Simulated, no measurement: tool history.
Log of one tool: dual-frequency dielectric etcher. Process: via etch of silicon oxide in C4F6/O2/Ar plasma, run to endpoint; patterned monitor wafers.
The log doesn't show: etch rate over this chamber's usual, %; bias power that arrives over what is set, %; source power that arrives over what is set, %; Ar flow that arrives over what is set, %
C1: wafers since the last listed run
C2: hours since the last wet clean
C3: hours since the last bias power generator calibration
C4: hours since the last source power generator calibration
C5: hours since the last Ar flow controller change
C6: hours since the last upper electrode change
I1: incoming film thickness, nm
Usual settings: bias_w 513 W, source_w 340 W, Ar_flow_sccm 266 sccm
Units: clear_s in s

run 1 hour=0.0 | bias_w=513 source_w=340 Ar_flow_sccm=248 | C1=0 C2=299.3 C3=1761.7 C4=2727.1 C5=4583.8 C6=4679.8 | I1=74.9 | clear_s=18.4
run 2 hour=48.9 | bias_w=513 source_w=340 Ar_flow_sccm=248 | C1=840 C2=348.2 C3=1810.6 C4=2776.0 C5=4632.7 C6=4728.7 | I1=75.7 | clear_s=18.7
run 3 hour=57.5 | bias_w=513 source_w=340 Ar_flow_sccm=266 | C1=147 C2=356.8 C3=1819.2 C4=2784.6 C5=4641.3 C6=4737.3 | I1=74.4 | clear_s=18.3
run 4 hour=74.7 | bias_w=513 source_w=340 Ar_flow_sccm=266 | C1=295 C2=374.0 C3=1836.4 C4=2801.8 C5=4658.5 C6=4754.5 | I1=74.8 | clear_s=18.4
run 5 hour=90.5 | bias_w=513 source_w=340 Ar_flow_sccm=266 | C1=271 C2=389.8 C3=1852.2 C4=2817.6 C5=4674.3 C6=4770.3 | I1=74.7 | clear_s=18.5
run 6 hour=113.4 | bias_w=513 source_w=340 Ar_flow_sccm=266 | C1=393 C2=412.7 C3=1875.1 C4=2840.5 C5=4697.2 C6=4793.2 | I1=74.5 | clear_s=18.6
run 7 hour=138.6 | bias_w=513 source_w=340 Ar_flow_sccm=266 | C1=433 C2=437.9 C3=1900.3 C4=2865.7 C5=4722.4 C6=4818.4 | I1=73.9 | clear_s=18.6
run 8 hour=144.6 | bias_w=513 source_w=340 Ar_flow_sccm=266 | C1=103 C2=443.9 C3=1906.3 C4=2871.7 C5=4728.4 C6=4824.4 | I1=74.1 | clear_s=18.4
-- hour=164.0 bias power generator calibrated
run 9 hour=164.5 | bias_w=513 source_w=340 Ar_flow_sccm=266 | C1=273 C2=463.8 C3=0.5 C4=2891.6 C5=4748.3 C6=4844.3 | I1=75.0 | clear_s=18.5
run 10 hour=169.9 | bias_w=513 source_w=340 Ar_flow_sccm=266 | C1=92 C2=469.2 C3=5.9 C4=2897.0 C5=4753.7 C6=4849.7 | I1=74.7 | clear_s=18.7
run 11 hour=178.0 | bias_w=513 source_w=340 Ar_flow_sccm=266 | C1=139 C2=477.3 C3=14.0 C4=2905.1 C5=4761.8 C6=4857.8 | I1=74.6 | clear_s=18.6
run 12 hour=188.4 | bias_w=513 source_w=290 Ar_flow_sccm=266 | C1=178 C2=487.7 C3=24.4 C4=2915.5 C5=4772.2 C6=4868.2 | I1=73.9 | clear_s=19.9
-- hour=202.7 Ar flow controller replaced
-- hour=227.1 wet clean of the chamber
run 13 hour=227.6 | bias_w=513 source_w=340 Ar_flow_sccm=266 | C1=158 C2=0.5 C3=63.6 C4=2954.7 C5=24.9 C6=4907.4 | I1=75.2 | clear_s=18.2
run 14 hour=227.9 | bias_w=513 source_w=340 Ar_flow_sccm=266 | C1=5 C2=0.8 C3=63.9 C4=2955.0 C5=25.2 C6=4907.7 | I1=74.6 | clear_s=18.0
run 15 hour=228.2 | bias_w=558 source_w=340 Ar_flow_sccm=266 | C1=5 C2=1.1 C3=64.2 C4=2955.3 C5=25.5 C6=4908.0 | I1=74.8 | clear_s=17.7
run 16 hour=236.5 | bias_w=461 source_w=340 Ar_flow_sccm=313 | C1=142 C2=9.4 C3=72.5 C4=2963.6 C5=33.8 C6=4916.3 | I1=74.3 | clear_s=19.3
-- hour=252.1 source power generator calibrated
run 17 hour=284.0 | bias_w=513 source_w=360 Ar_flow_sccm=211 | C1=747 C2=56.9 C3=120.0 C4=31.9 C5=81.3 C6=4963.8 | I1=74.1 | clear_s=17.1
-- hour=311.8 upper electrode replaced
run 18 hour=312.3 | bias_w=513 source_w=340 Ar_flow_sccm=266 | C1=73 C2=85.2 C3=148.3 C4=60.2 C5=109.6 C6=0.5 | I1=74.5 | clear_s=17.9
run 19 hour=312.6 | bias_w=513 source_w=400 Ar_flow_sccm=218 | C1=5 C2=85.5 C3=148.6 C4=60.5 C5=109.9 C6=0.8 | I1=74.7 | clear_s=16.5
run 20 hour=325.9 | bias_w=390 source_w=410 Ar_flow_sccm=208 | C1=228 C2=98.8 C3=161.9 C4=73.8 C5=123.2 C6=14.1 | I1=74.9 | clear_s=18.3
run 21 hour=342.2 | bias_w=513 source_w=340 Ar_flow_sccm=266 | C1=280 C2=115.1 C3=178.2 C4=90.1 C5=139.5 C6=30.4 | I1=74.2 | clear_s=18.0
run 22 hour=351.7 | bias_w=513 source_w=340 Ar_flow_sccm=266 | C1=163 C2=124.6 C3=187.7 C4=99.6 C5=149.0 C6=39.9 | I1=73.9 | clear_s=18.0
run 23 hour=360.0 | bias_w=513 source_w=320 Ar_flow_sccm=294 | C1=142 C2=132.9 C3=196.0 C4=107.9 C5=157.3 C6=48.2 | I1=74.6 | clear_s=18.8
run 24 hour=376.9 | bias_w=438 source_w=410 Ar_flow_sccm=232 | C1=290 C2=149.8 C3=212.9 C4=124.8 C5=174.2 C6=65.1 | I1=75.0 | clear_s=17.7
run 25 hour=389.6 | bias_w=611 source_w=320 Ar_flow_sccm=234 | C1=218 C2=162.5 C3=225.6 C4=137.5 C5=186.9 C6=77.8 | I1=73.8 | clear_s=17.1
run 26 hour=402.1 | bias_w=513 source_w=340 Ar_flow_sccm=266 | C1=214 C2=175.0 C3=238.1 C4=150.0 C5=199.4 C6=90.3 | I1=74.7 | clear_s=18.3

Forecast each of these 3 alternatives for the next run:
run A hour=402.5 | bias_w=513 source_w=340 Ar_flow_sccm=241 | C1=6 C2=175.4 C3=238.5 C4=150.4 C5=199.8 C6=90.7 | I1=74.9 | clear_s=?
run B hour=402.5 | bias_w=547 source_w=360 Ar_flow_sccm=200 | C1=6 C2=175.4 C3=238.5 C4=150.4 C5=199.8 C6=90.7 | I1=74.9 | clear_s=?
run C hour=402.5 | bias_w=513 source_w=360 Ar_flow_sccm=287 | C1=6 C2=175.4 C3=238.5 C4=150.4 C5=199.8 C6=90.7 | I1=74.9 | clear_s=?

run=A clear_s=18.1
run=B clear_s=16.7
run=C clear_s=17.9
Without the tool's hidden state the same runs would have given:
run=A clear_s=17.8
run=B clear_s=16.5
run=C clear_s=17.6
